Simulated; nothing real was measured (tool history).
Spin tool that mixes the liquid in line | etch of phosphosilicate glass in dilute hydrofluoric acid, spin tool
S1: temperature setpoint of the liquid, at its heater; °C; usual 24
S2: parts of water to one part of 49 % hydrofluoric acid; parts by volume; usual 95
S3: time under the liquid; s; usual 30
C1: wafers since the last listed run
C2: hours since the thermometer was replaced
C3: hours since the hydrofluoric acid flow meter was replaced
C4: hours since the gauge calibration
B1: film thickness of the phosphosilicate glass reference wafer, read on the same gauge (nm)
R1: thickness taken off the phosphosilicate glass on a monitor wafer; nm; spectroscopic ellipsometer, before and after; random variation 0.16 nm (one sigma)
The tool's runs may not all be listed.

run 1 day=0 | S1=24 S2=95 S3=30 | C1=0 C2=249.4 C3=876.7 C4=664.3 | B1=29.8 | R1=47.84
run 2 day=3.483 | S1=24 S2=95 S3=30 | C1=982 C2=333 C3=960.3 C4=747.9 | B1=29.77 | R1=47.39
run 3 day=5.696 | S1=24 S2=95 S3=30 | C1=624 C2=386.1 C3=1013.4 C4=801 | B1=29.74 | R1=47.76
run 4 day=9.662 | S1=24 S2=95 S3=30 | C1=1119 C2=481.3 C3=1108.6 C4=896.2 | B1=29.69 | R1=47.71
run 5 day=12.358 | S1=24 S2=95 S3=30 | C1=760 C2=546 C3=1173.3 C4=960.9 | B1=29.68 | R1=47.53
run 6 day=14.138 | S1=24 S2=95 S3=30 | C1=501 C2=588.7 C3=1216 C4=1003.6 | B1=29.7 | R1=47.74
-- day=15.454 thermometer replaced
run 7 day=16.1 | S1=24 S2=95 S3=30 | C1=541 C2=15.5 C3=1263.1 C4=1050.7 | B1=29.65 | R1=47.23
run 8 day=19.533 | S1=24 S2=95 S3=30 | C1=968 C2=97.9 C3=1345.5 C4=1133.1 | B1=29.64 | R1=47.67
run 9 day=22.483 | S1=24 S2=95 S3=30 | C1=832 C2=168.7 C3=1416.3 C4=1203.9 | B1=29.65 | R1=47.53
run 10 day=27.129 | S1=24 S2=95 S3=30 | C1=1310 C2=280.2 C3=1527.8 C4=1315.4 | B1=29.6 | R1=47.52
run 11 day=31.612 | S1=26 S2=95 S3=30 | C1=1264 C2=387.8 C3=1635.4 C4=1423 | B1=29.58 | R1=51.19
-- day=33.567 hydrofluoric acid flow meter replaced
-- day=34.758 gauge calibrated
run 12 day=35.154 | S1=26 S2=95 S3=30 | C1=987 C2=472.8 C3=38.1 C4=9.5 | B1=29.94 | R1=51.69
-- day=35.958 thermometer replaced
run 13 day=37.383 | S1=24 S2=80 S3=20 | C1=617 C2=34.2 C3=91.6 C4=63 | B1=30 | R1=38.49
run 14 day=39.604 | S1=24 S2=95 S3=30 | C1=626 C2=87.5 C3=144.9 C4=116.3 | B1=30.02 | R1=48.07
run 15 day=43.521 | S1=24 S2=95 S3=30 | C1=1104 C2=181.5 C3=238.9 C4=210.3 | B1=29.96 | R1=47.89
run 16 day=45.912 | S1=24 S2=95 S3=30 | C1=674 C2=238.9 C3=296.3 C4=267.7 | B1=29.94 | R1=47.55
run 17 day=49.917 | S1=24 S2=65 S3=30 | C1=1129 C2=335 C3=392.4 C4=363.8 | B1=29.9 | R1=72.75
run 18 day=54.379 | S1=24 S2=95 S3=45 | C1=1258 C2=442.1 C3=499.5 C4=470.9 | B1=29.81 | R1=71.91
run 19 day=56.625 | S1=28 S2=120 S3=20 | C1=633 C2=496 C3=553.4 C4=524.8 | B1=29.84 | R1=28.52
-- day=60.662 thermometer replaced
run 20 day=60.975 | S1=24 S2=95 S3=30 | C1=1215 C2=7.5 C3=657.8 C4=629.2 | B1=29.79 | R1=47.84
run 21 day=63.183 | S1=24 S2=75 S3=30 | C1=623 C2=60.5 C3=710.8 C4=682.2 | B1=29.79 | R1=62.22
run 22 day=65.883 | S1=21 S2=95 S3=30 | C1=761 C2=125.3 C3=775.6 C4=747 | B1=29.78 | R1=42.22
run 23 day=67.558 | S1=26.5 S2=135 S3=45 | C1=472 C2=165.5 C3=815.8 C4=787.2 | B1=29.74 | R1=52.8
run 24 day=71.492 | S1=24 S2=130 S3=30 | C1=1109 C2=259.9 C3=910.2 C4=881.6 | B1=29.72 | R1=33.11
run 25 day=74.796 | S1=25.5 S2=110 S3=25 | C1=932 C2=339.2 C3=989.5 C4=960.9 | B1=29.7 | R1=35.9
run 26 day=78.05 | S1=24 S2=95 S3=30 | C1=918 C2=417.3 C3=1067.6 C4=1039 | B1=29.7 | R1=47.51
run 27 day=80.104 | S1=26 S2=80 S3=25 | C1=579 C2=466.6 C3=1116.9 C4=1088.3 | B1=29.67 | R1=51.93
run 28 day=84.329 | S1=24 S2=95 S3=30 | C1=1191 C2=568 C3=1218.3 C4=1189.7 | B1=29.65 | R1=47.4
-- day=85.004 thermometer replaced
run 29 day=86.283 | S1=25.5 S2=95 S3=40 | C1=539 C2=30.7 C3=1265.2 C4=1236.6 | B1=29.66 | R1=67.12
run 30 day=90.196 | S1=24 S2=115 S3=45 | C1=1103 C2=124.6 C3=1359.1 C4=1330.5 | B1=29.65 | R1=57.32
-- day=93.621 gauge calibrated
run 31 day=94.183 | S1=24 S2=95 S3=30 | C1=1124 C2=220.3 C3=1454.8 C4=13.5 | B1=29.85 | R1=47.71
run 32 day=98.6 | S1=25.5 S2=110 S3=25 | C1=1246 C2=326.3 C3=1560.8 C4=119.5 | B1=29.89 | R1=35.53

4 ways to go on from here, each from the tool as it stands after run 32. What would each give?
run A day=98.617 | S1=24 S2=115 S3=30 | C1=4 C2=326.7 C3=1561.2 C4=119.9 | B1=? | R1=?
run B day=98.617 | S1=26 S2=140 S3=40 | C1=4 C2=326.7 C3=1561.2 C4=119.9 | B1=? | R1=?
run C day=98.617 | S1=20 S2=55 S3=25 | C1=4 C2=326.7 C3=1561.2 C4=119.9 | B1=? | R1=?
run D day=98.617 | S1=21 S2=95 S3=45 | C1=4 C2=326.7 C3=1561.2 C4=119.9 | B1=? | R1=?

run=A B1=29.84 R1=38.58
run=B B1=29.84 R1=44.28
run=C B1=29.84 R1=61.37
run=D B1=29.84 R1=63.61
Without the tool's hidden state the same runs would have given:
run=A R1=38.77
run=B R1=44.49
run=C R1=61.66
run=D R1=63.91

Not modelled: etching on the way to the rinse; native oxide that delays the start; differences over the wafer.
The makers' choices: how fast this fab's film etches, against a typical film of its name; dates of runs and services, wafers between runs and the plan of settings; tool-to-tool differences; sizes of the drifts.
